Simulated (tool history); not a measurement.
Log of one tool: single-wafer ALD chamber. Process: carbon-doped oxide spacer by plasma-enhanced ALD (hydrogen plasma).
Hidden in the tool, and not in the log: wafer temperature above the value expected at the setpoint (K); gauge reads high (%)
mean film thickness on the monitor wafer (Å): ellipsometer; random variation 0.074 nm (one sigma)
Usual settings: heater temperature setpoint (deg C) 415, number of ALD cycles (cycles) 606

run   hour  heater temperature setpoint (deg C)  number of ALD cycles (cycles)  wafers since the last listed run  hours since the last thermocouple change  hours since the gauge calibration  read-back reference wafer on the same gauge, thickness_nm  mean film thickness on the monitor wafer (Å)
  1      0                                  415                            606                                 0                                    2508.8                              312.1                                                     33.252                                        292.33
  2   50.4                                  405                            606                                36                                    2559.2                              362.5                                                     33.196                                        302.28
  3  101.1                                  405                            606                                37                                    2609.9                              413.2                                                     33.213                                        301.87
  4  145.7                                  405                            606                                32                                    2654.5                              457.8                                                     33.169                                        300.23
  5  178.5                                  415                            606                                23                                    2687.3                              490.6                                                     33.191                                        290.93
  6  249.3                                  415                            606                                51                                    2758.1                              561.4                                                     33.128                                        291.73
  7  312.3                                  415                            606                                46                                    2821.1                              624.4                                                     33.138                                        289.94
     322.3  -- thermocouple changed; heater temperature recalibrated
  8  360.7                                  415                            606                                29                                      38.4                              672.8                                                     33.136                                        288.69
  9  386.3                                  411                            606                                18                                        64                              698.4                                                     33.122                                        295.65
     397.3  -- gauge calibrated
 10  426.8                                  415                            606                                29                                     104.5                               29.5                                                     33.595                                         294.2
 11  470.8                                  402                            722                                32                                     148.5                               73.5                                                     33.506                                        367.89
 12  501.3                                  415                            503                                22                                       179                                104                                                     33.471                                        243.59
 13  559.5                                  425                            665                                42                                     237.2                              162.2                                                     33.334                                        308.37
 14  615.6                                  409                            662                                41                                     293.3                              218.3                                                     33.297                                        326.04
 15  677.7                                  411                            690                                45                                     355.4                              280.4                                                     33.252                                        337.09

3 ways to go on from here, each from the tool as it stands after run 15. What would each give?
  A   679                                  415                            669                                 0                                     356.7                              281.7                                                          ?                                             ?
  B   679                                  402                            606                                 0                                     356.7                              281.7                                                          ?                                             ?
  C   679                                  410                            548                                 0                                     356.7                              281.7                                                          ?                                             ?

run  read-back reference wafer on the same gauge, thickness_nm  mean film thickness on the monitor wafer (Å)
  A                                                     33.232                                        321.14
  B                                                     33.232                                        304.44
  C                                                     33.232                                        267.77
Without the tool's hidden state the same runs would have given:
run  mean film thickness on the monitor wafer (Å)
  A                                        325.63
  B                                        308.69
  C                                        271.51
